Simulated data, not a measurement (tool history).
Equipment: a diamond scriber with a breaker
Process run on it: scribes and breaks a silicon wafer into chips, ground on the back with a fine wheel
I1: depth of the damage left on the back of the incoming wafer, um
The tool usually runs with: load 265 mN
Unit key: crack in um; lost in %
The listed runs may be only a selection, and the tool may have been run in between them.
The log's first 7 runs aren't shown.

{"hour": 579.8, "done": "diamond tip replaced by a new one"}
{"run": 8, "hour": 691.1, "load": 265, "I1": 2.12, "crack": 7.03, "lost": 3.63}
{"run": 9, "hour": 741.0, "load": 244, "I1": 1.57, "crack": 6.29, "lost": 6}
{"run": 10, "hour": 846.8, "load": 244, "I1": 1.85, "crack": 5.9, "lost": 7.52}
{"run": 11, "hour": 897.6, "load": 265, "I1": 1.53, "crack": 6.48, "lost": 3.75}
{"run": 12, "hour": 938.3, "load": 265, "I1": 1.61, "crack": 6.48, "lost": 3.92}
{"run": 13, "hour": 994.4, "load": 265, "I1": 1.62, "crack": 6.48, "lost": 4.53}
{"run": 14, "hour": 1094.3, "load": 265, "I1": 2.48, "crack": 6.3, "lost": 7.47}
{"hour": 1116.3, "done": "diamond tip replaced by a new one"}
{"run": 15, "hour": 1190.4, "load": 311, "I1": 1.6, "crack": 7.73, "lost": 1.48}
{"run": 16, "hour": 1243.9, "load": 216, "I1": 1.72, "crack": 5.32, "lost": 16.42}
{"run": 17, "hour": 1315.1, "load": 206, "I1": 2.24, "crack": 5.12, "lost": 24.15}
{"run": 18, "hour": 1492.4, "load": 211, "I1": 1.76, "crack": 4.7, "lost": 24.32}
{"run": 19, "hour": 1570.5, "load": 265, "I1": 2.94, "crack": 6.05, "lost": 16.51}
{"hour": 1655.6, "done": "diamond tip replaced by a new one"}
{"run": 20, "hour": 1666.7, "load": 335, "I1": 2.95, "crack": 9.14, "lost": 7.79}
{"hour": 1694.8, "done": "load on the tip recalibrated"}
{"run": 21, "hour": 1750.8, "load": 236, "I1": 2.55, "crack": 6.16, "lost": 10.38}
{"run": 22, "hour": 1792.8, "load": 265, "I1": 1.81, "crack": 6.52, "lost": 3.37}
{"run": 23, "hour": 1834.7, "load": 238, "I1": 2.09, "crack": 5.9, "lost": 8.93}
{"run": 24, "hour": 1920.9, "load": 339, "I1": 1.83, "crack": 7.97, "lost": 1.98}
{"run": 25, "hour": 1990.6, "load": 329, "I1": 2.32, "crack": 7.56, "lost": 2.91}
{"run": 26, "hour": 2048.6, "load": 265, "I1": 2.28, "crack": 6.2, "lost": 7.31}
{"run": 27, "hour": 2098.6, "load": 212, "I1": 2.85, "crack": 4.9, "lost": 29.16}
{"hour": 2185.6, "done": "diamond tip replaced by a new one"}
{"run": 28, "hour": 2274.3, "load": 309, "I1": 1.74, "crack": 7.83, "lost": 1.67}
{"run": 29, "hour": 2394.0, "load": 342, "I1": 1.83, "crack": 8.23, "lost": 2.63}
{"run": 30, "hour": 2432.0, "load": 189, "I1": 2.91, "crack": 4.64, "lost": 41.04}
{"run": 31, "hour": 2483.9, "load": 337, "I1": 2.89, "crack": 7.91, "lost": 4.95}

3 ways to go on from here, each from the tool as it stands after run 31. What would each give?
{"run": "A", "hour": 2484.5, "load": 242, "I1": 1.86, "crack": "?", "lost": "?"}
{"run": "B", "hour": 2484.5, "load": 201, "I1": 1.86, "crack": "?", "lost": "?"}
{"run": "C", "hour": 2484.5, "load": 205, "I1": 1.86, "crack": "?", "lost": "?"}

run=A crack=5.81 lost=8.82
run=B crack=4.84 lost=22.33
run=C crack=4.94 lost=20.59
What these runs would have given with no unlogged condition in the tool:
run=A crack=6.72 lost=2.74
run=B crack=5.6 lost=11.11
run=C crack=5.71 lost=9.83
